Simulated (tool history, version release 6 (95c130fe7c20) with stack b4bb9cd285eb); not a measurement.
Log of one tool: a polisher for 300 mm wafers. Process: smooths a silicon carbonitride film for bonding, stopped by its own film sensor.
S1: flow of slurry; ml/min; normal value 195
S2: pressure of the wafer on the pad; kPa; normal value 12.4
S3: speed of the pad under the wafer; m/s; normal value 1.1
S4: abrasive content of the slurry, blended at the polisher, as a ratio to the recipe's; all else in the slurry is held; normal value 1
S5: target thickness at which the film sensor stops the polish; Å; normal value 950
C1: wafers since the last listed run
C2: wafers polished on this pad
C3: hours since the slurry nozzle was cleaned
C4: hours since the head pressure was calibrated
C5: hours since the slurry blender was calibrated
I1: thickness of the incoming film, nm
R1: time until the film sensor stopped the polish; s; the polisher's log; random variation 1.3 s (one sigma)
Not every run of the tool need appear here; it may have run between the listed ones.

run,hour,S1,S2,S3,S4,S5,C1,C2,C3,C4,C5,I1,R1
1,0,195,12.4,1.1,1.1,950,0,793,243.1,874.5,166.1,110.9,72.7
2,15.7,195,12.4,1.1,1.1,950,180,973,258.8,890.2,181.8,108.8,62.7
3,25.4,195,12.4,1.1,1.1,950,111,1085,268.5,899.9,191.5,109.9,70.1
4,36.4,195,12.4,1.1,1,950,126,1211,279.5,910.9,202.5,109,68.7
# hour 48: slurry blender recalibrated
5,48.5,195,12.4,1.1,1,970,116,1328,291.6,923,0.5,108.8,53.1
# hour 53.2: slurry nozzle cleaned
# hour 60.5: worn pad replaced by a new one
6,61,195,12.4,1.1,1.15,990,86,6,7.8,935.5,13,110.8,48.5
7,75.6,195,12.4,1.1,1.15,990,167,174,22.4,950.1,27.6,110.1,45.8
# hour 91: head pressure recalibrated
8,93,195,12.4,1.1,1.15,990,177,351,39.8,2,45,110.9,50.1
9,106.1,195,15.2,1.1,1,950,150,501,52.9,15.1,58.1,108.7,50.6
10,122.9,195,12.4,1.1,1,950,193,695,69.7,31.9,74.9,109.6,65
11,140.1,195,9.7,1.26,1,940,197,892,86.9,49.1,92.1,110.3,85.8
12,151.6,175,12.4,0.94,0.9,950,132,1025,98.4,60.6,103.6,110.9,85.5
# hour 170.2: worn pad replaced by a new one
13,170.7,195,12.4,1.1,1,950,173,6,117.5,79.7,122.7,109.4,67.3
14,185.4,195,12.4,1.1,1,950,169,175,132.2,94.4,137.4,107.5,57
15,192.1,195,12.4,1.1,1,950,77,252,138.9,101.1,144.1,108.8,63.1
16,198.2,195,9,0.8,1,950,70,322,145,107.2,150.2,110.6,124.5
17,204.4,195,12.4,1.1,1,950,71,393,151.2,113.4,156.4,107.5,58.4
18,215.4,195,15.9,1.1,0.85,950,126,520,162.2,124.4,167.4,108.8,55.4
# hour 222.9: slurry blender recalibrated
19,223.4,195,12.4,1.1,1,950,68,589,170.2,132.4,0.5,109.3,62.6
20,238.2,160,12.4,1.1,1,970,170,759,185,147.2,15.3,110.4,61.1
21,246.4,215,12.4,1.34,1,1000,94,853,193.2,155.4,23.5,109.7,36.9
22,259,170,12.4,1.1,1.2,950,144,998,205.8,168,36.1,111.3,67.7
# hour 274.2: worn pad replaced by a new one
23,274.7,195,12.4,1.1,1,940,134,6,221.5,183.7,51.8,110.8,76.6
24,284.1,265,13.8,0.92,1,950,108,114,230.9,193.1,61.2,111.2,70.5

Forecast run 25:
25,295.3,195,13.8,1.46,1,950,128,243,242.1,204.3,72.4,109.4,?

R1: 49.7 s
Without the tool's hidden state the same run would have given R1 49 s.

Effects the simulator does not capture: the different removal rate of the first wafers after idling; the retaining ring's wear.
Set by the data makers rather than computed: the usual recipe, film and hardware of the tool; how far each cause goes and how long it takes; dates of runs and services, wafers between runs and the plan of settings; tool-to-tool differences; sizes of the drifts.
